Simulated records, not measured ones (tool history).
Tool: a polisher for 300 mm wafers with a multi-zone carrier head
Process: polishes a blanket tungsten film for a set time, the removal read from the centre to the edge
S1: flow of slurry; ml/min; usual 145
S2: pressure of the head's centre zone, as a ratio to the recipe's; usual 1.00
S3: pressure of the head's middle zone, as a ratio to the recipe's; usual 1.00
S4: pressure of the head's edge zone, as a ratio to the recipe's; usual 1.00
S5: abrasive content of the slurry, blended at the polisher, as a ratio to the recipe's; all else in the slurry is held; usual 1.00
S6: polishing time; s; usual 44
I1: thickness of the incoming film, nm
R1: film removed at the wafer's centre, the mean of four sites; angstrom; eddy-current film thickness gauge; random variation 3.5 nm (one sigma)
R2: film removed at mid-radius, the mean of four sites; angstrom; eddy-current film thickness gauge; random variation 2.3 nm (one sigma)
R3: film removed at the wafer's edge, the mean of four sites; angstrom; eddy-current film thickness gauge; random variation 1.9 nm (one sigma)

Run 1, hour 0.0: usual settings but S3 0.92, S4 1.11; I1 1212.3. Result: R1 2539 angstrom, R2 2230 angstrom, R3 2381 angstrom.
At hour 55.8: worn pad replaced by a new one.
At hour 60.1: edge zone pressure recalibrated.
Run 2, hour 101.7: usual settings but S3 0.92; I1 1195.0. Result: R1 2537 angstrom, R2 2277 angstrom, R3 2296 angstrom.
Run 3, hour 196.5: usual settings but S2 0.96, S3 0.97, S5 0.80; I1 1186.5. Result: R1 2408 angstrom, R2 2176 angstrom, R3 2180 angstrom.
At hour 241.0: slurry nozzle cleaned.
Run 4, hour 490.3: usual settings; I1 1202.7. Result: R1 2575 angstrom, R2 2373 angstrom, R3 2273 angstrom.
At hour 519.8: centre zone pressure recalibrated.
Run 5, hour 565.3: usual settings; I1 1201.1. Result: R1 2491 angstrom, R2 2402 angstrom, R3 2313 angstrom.
Run 6, hour 620.3: usual settings but S6 48 s; I1 1180.9. Result: R1 2755 angstrom, R2 2594 angstrom, R3 2524 angstrom.
Run 7, hour 710.9: usual settings but S1 110 ml/min, S3 1.05, S5 0.75; I1 1200.2. Result: R1 2164 angstrom, R2 2158 angstrom, R3 2033 angstrom.
At hour 738.2: carrier head's membrane replaced by a new one.
Run 8, hour 748.2: usual settings; I1 1196.2. Result: R1 2501 angstrom, R2 2351 angstrom, R3 2277 angstrom.
Run 9, hour 821.3: usual settings but S5 0.85; I1 1209.5. Result: R1 2458 angstrom, R2 2305 angstrom, R3 2249 angstrom.
Run 10, hour 901.1: usual settings but S1 105 ml/min, S2 0.96; I1 1206.0. Result: R1 2280 angstrom, R2 2208 angstrom, R3 2156 angstrom.
Run 11, hour 972.5: usual settings but S1 100 ml/min, S4 0.90; I1 1214.8. Result: R1 2297 angstrom, R2 2143 angstrom, R3 2001 angstrom.
At hour 988.1: worn pad replaced by a new one.
At hour 1030.4: slurry nozzle cleaned.
At hour 1066.7: edge zone pressure recalibrated.
Run 12, hour 1072.1: usual settings but S4 0.92; I1 1196.7. Result: R1 2545 angstrom, R2 2369 angstrom, R3 2213 angstrom.

Forecast run 13:
Run 13, hour 1143.1: usual settings but S6 38 s; I1 1173.7. Result: R1 ?, R2 ?, R3 ?.

{"run 13": {"R1": 2311, "R2": 2027, "R3": 1997}}
Without the tool's hidden state the same run would have given R1 2134 angstrom, R2 2028 angstrom, R3 1997 angstrom.
